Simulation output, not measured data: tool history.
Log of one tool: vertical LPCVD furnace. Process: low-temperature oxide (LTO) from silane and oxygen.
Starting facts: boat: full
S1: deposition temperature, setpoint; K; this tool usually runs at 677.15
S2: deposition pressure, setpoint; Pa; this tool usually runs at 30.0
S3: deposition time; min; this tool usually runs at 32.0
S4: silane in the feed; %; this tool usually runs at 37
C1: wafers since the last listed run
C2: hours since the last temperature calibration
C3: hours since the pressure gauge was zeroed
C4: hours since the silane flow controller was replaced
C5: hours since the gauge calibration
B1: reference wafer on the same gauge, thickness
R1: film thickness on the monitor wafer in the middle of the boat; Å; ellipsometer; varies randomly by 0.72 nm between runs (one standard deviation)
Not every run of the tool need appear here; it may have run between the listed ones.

{"run": 1, "hour": 0.0, "S1": 677.15, "S2": 30.0, "S3": 32.0, "S4": 37, "C1": 0, "C2": 2689.4, "C3": 2919.5, "C4": 1303.1, "C5": 500.1, "B1": 260.16, "R1": 2949.8}
{"run": 2, "hour": 100.3, "S1": 677.15, "S2": 30.0, "S3": 32.0, "S4": 37, "C1": 1734, "C2": 2789.7, "C3": 3019.8, "C4": 1403.4, "C5": 600.4, "B1": 259.84, "R1": 2958.9}
{"run": 3, "hour": 179.9, "S1": 677.15, "S2": 30.0, "S3": 32.0, "S4": 37, "C1": 1376, "C2": 2869.3, "C3": 3099.4, "C4": 1483.0, "C5": 680.0, "B1": 260.08, "R1": 2957.8}
{"run": 4, "hour": 243.1, "S1": 677.15, "S2": 30.0, "S3": 32.0, "S4": 37, "C1": 1092, "C2": 2932.5, "C3": 3162.6, "C4": 1546.2, "C5": 743.2, "B1": 260.01, "R1": 2980.6}
{"run": 5, "hour": 302.2, "S1": 677.15, "S2": 30.0, "S3": 32.0, "S4": 37, "C1": 1022, "C2": 2991.6, "C3": 3221.7, "C4": 1605.3, "C5": 802.3, "B1": 260.07, "R1": 2971.6}
{"run": 6, "hour": 395.9, "S1": 685.15, "S2": 30.0, "S3": 32.0, "S4": 41, "C1": 1620, "C2": 3085.3, "C3": 3315.4, "C4": 1699.0, "C5": 896.0, "B1": 259.96, "R1": 3664.4}
{"run": 7, "hour": 493.9, "S1": 685.15, "S2": 30.0, "S3": 32.0, "S4": 41, "C1": 1694, "C2": 3183.3, "C3": 3413.4, "C4": 1797.0, "C5": 994.0, "B1": 259.98, "R1": 3663.7}
{"run": 8, "hour": 572.5, "S1": 685.15, "S2": 30.0, "S3": 32.0, "S4": 41, "C1": 1359, "C2": 3261.9, "C3": 3492.0, "C4": 1875.6, "C5": 1072.6, "B1": 259.99, "R1": 3660.3}
{"run": 9, "hour": 616.2, "S1": 677.15, "S2": 30.0, "S3": 32.0, "S4": 37, "C1": 755, "C2": 3305.6, "C3": 3535.7, "C4": 1919.3, "C5": 1116.3, "B1": 259.91, "R1": 2969.4}
{"run": 10, "hour": 680.0, "S1": 677.15, "S2": 30.0, "S3": 32.0, "S4": 37, "C1": 1103, "C2": 3369.4, "C3": 3599.5, "C4": 1983.1, "C5": 1180.1, "B1": 259.91, "R1": 2971.8}
{"hour": 746.1, "done": "thermocouples replaced and temperature profile calibrated"}
{"run": 11, "hour": 746.6, "S1": 677.15, "S2": 30.0, "S3": 32.0, "S4": 37, "C1": 736, "C2": 0.5, "C3": 3666.1, "C4": 2049.7, "C5": 1246.7, "B1": 260.01, "R1": 2928.6}
{"hour": 946.2, "done": "pressure gauge zeroed"}
{"run": 12, "hour": 946.7, "S1": 677.15, "S2": 30.0, "S3": 32.0, "S4": 42, "C1": 3045, "C2": 200.6, "C3": 0.5, "C4": 2249.8, "C5": 1446.8, "B1": 260.12, "R1": 3410.4}
{"run": 13, "hour": 1027.6, "S1": 677.15, "S2": 30.0, "S3": 32.0, "S4": 32, "C1": 1399, "C2": 281.5, "C3": 81.4, "C4": 2330.7, "C5": 1527.7, "B1": 259.99, "R1": 2405.4}
{"run": 14, "hour": 1105.1, "S1": 677.15, "S2": 30.0, "S3": 32.0, "S4": 37, "C1": 1340, "C2": 359.0, "C3": 158.9, "C4": 2408.2, "C5": 1605.2, "B1": 260.12, "R1": 2931.6}
{"hour": 1185.3, "done": "silane flow controller replaced"}
{"run": 15, "hour": 1193.1, "S1": 677.15, "S2": 30.0, "S3": 32.0, "S4": 37, "C1": 1106, "C2": 447.0, "C3": 246.9, "C4": 7.8, "C5": 1693.2, "B1": 259.9, "R1": 2925.5}
{"run": 16, "hour": 1272.5, "S1": 669.15, "S2": 35.3, "S3": 32.0, "S4": 34, "C1": 1373, "C2": 526.4, "C3": 326.3, "C4": 87.2, "C5": 1772.6, "B1": 259.76, "R1": 2805.3}
{"run": 17, "hour": 1378.7, "S1": 677.15, "S2": 30.0, "S3": 32.0, "S4": 37, "C1": 1836, "C2": 632.6, "C3": 432.5, "C4": 193.4, "C5": 1878.8, "B1": 260.07, "R1": 2928.7}
{"run": 18, "hour": 1449.0, "S1": 683.15, "S2": 34.7, "S3": 26.0, "S4": 37, "C1": 1215, "C2": 702.9, "C3": 502.8, "C4": 263.7, "C5": 1949.1, "B1": 260.11, "R1": 2949.7}
{"run": 19, "hour": 1514.3, "S1": 683.15, "S2": 28.0, "S3": 21.5, "S4": 44, "C1": 1129, "C2": 768.2, "C3": 568.1, "C4": 329.0, "C5": 2014.4, "B1": 259.85, "R1": 2389.4}
{"run": 20, "hour": 1597.5, "S1": 666.15, "S2": 36.0, "S3": 23.5, "S4": 37, "C1": 1438, "C2": 851.4, "C3": 651.3, "C4": 412.2, "C5": 2097.6, "B1": 259.93, "R1": 2280.8}
{"run": 21, "hour": 1681.5, "S1": 665.15, "S2": 27.3, "S3": 39.5, "S4": 41, "C1": 1452, "C2": 935.4, "C3": 735.3, "C4": 496.2, "C5": 2181.6, "B1": 260.1, "R1": 3282.6}
{"hour": 1703.5, "done": "gauge calibrated"}
{"run": 22, "hour": 1723.4, "S1": 686.15, "S2": 25.3, "S3": 20.0, "S4": 44, "C1": 724, "C2": 977.3, "C3": 777.2, "C4": 538.1, "C5": 19.9, "B1": 260.03, "R1": 2065.6}
{"run": 23, "hour": 1802.4, "S1": 671.15, "S2": 24.0, "S3": 37.0, "S4": 37, "C1": 1366, "C2": 1056.3, "C3": 856.2, "C4": 617.1, "C5": 98.9, "B1": 260.04, "R1": 2538.5}
{"run": 24, "hour": 1905.0, "S1": 681.15, "S2": 30.0, "S3": 37.0, "S4": 37, "C1": 1774, "C2": 1158.9, "C3": 958.8, "C4": 719.7, "C5": 201.5, "B1": 260.03, "R1": 3544.8}
{"run": 25, "hour": 1968.0, "S1": 677.15, "S2": 30.0, "S3": 32.0, "S4": 37, "C1": 1089, "C2": 1221.9, "C3": 1021.8, "C4": 782.7, "C5": 264.5, "B1": 260.12, "R1": 2946.1}
{"run": 26, "hour": 2027.5, "S1": 677.15, "S2": 37.3, "S3": 32.0, "S4": 37, "C1": 1028, "C2": 1281.4, "C3": 1081.3, "C4": 842.2, "C5": 324.0, "B1": 259.93, "R1": 3646.9}
{"run": 27, "hour": 2072.5, "S1": 677.15, "S2": 30.0, "S3": 32.0, "S4": 37, "C1": 778, "C2": 1326.4, "C3": 1126.3, "C4": 887.2, "C5": 369.0, "B1": 259.89, "R1": 2933.2}
{"run": 28, "hour": 2137.5, "S1": 677.15, "S2": 30.0, "S3": 32.0, "S4": 37, "C1": 1124, "C2": 1391.4, "C3": 1191.3, "C4": 952.2, "C5": 434.0, "B1": 259.93, "R1": 2921.2}
{"run": 29, "hour": 2184.7, "S1": 677.15, "S2": 30.0, "S3": 32.0, "S4": 37, "C1": 816, "C2": 1438.6, "C3": 1238.5, "C4": 999.4, "C5": 481.2, "B1": 260.06, "R1": 2930.6}
{"run": 30, "hour": 2294.5, "S1": 677.15, "S2": 30.0, "S3": 26.5, "S4": 37, "C1": 1898, "C2": 1548.4, "C3": 1348.3, "C4": 1109.2, "C5": 591.0, "B1": 259.85, "R1": 2429.8}

Entry by entry between the runs, the difference in hidden state between the last listed run before and the first listed run after:
In the gap between runs 10 and 11: thermocouples replaced and temperature profile calibrated (hour 746.1)
  true tube temperature minus thermocouple reading, K: 1.72 -> 0.0688
  measured minus no-state result, R1: +55.9 -> +2.2 Å
In the gap between runs 11 and 12: pressure gauge zeroed (hour 946.2)
  true tube temperature minus thermocouple reading, K: 0.0688 -> 0.0749
  measured minus no-state result, R1: +2.2 -> +2.7 Å
In the gap between runs 14 and 15: silane flow controller replaced (hour 1185.3)
  true tube temperature minus thermocouple reading, K: 0.0882 -> 0.0989
  measured minus no-state result, R1: +2.9 -> +3.2 Å
In the gap between runs 21 and 22: gauge calibrated (hour 1703.5)
  true tube temperature minus thermocouple reading, K: 0.2 -> 0.212
  measured minus no-state result, R1: +7.4 -> +4.4 Å

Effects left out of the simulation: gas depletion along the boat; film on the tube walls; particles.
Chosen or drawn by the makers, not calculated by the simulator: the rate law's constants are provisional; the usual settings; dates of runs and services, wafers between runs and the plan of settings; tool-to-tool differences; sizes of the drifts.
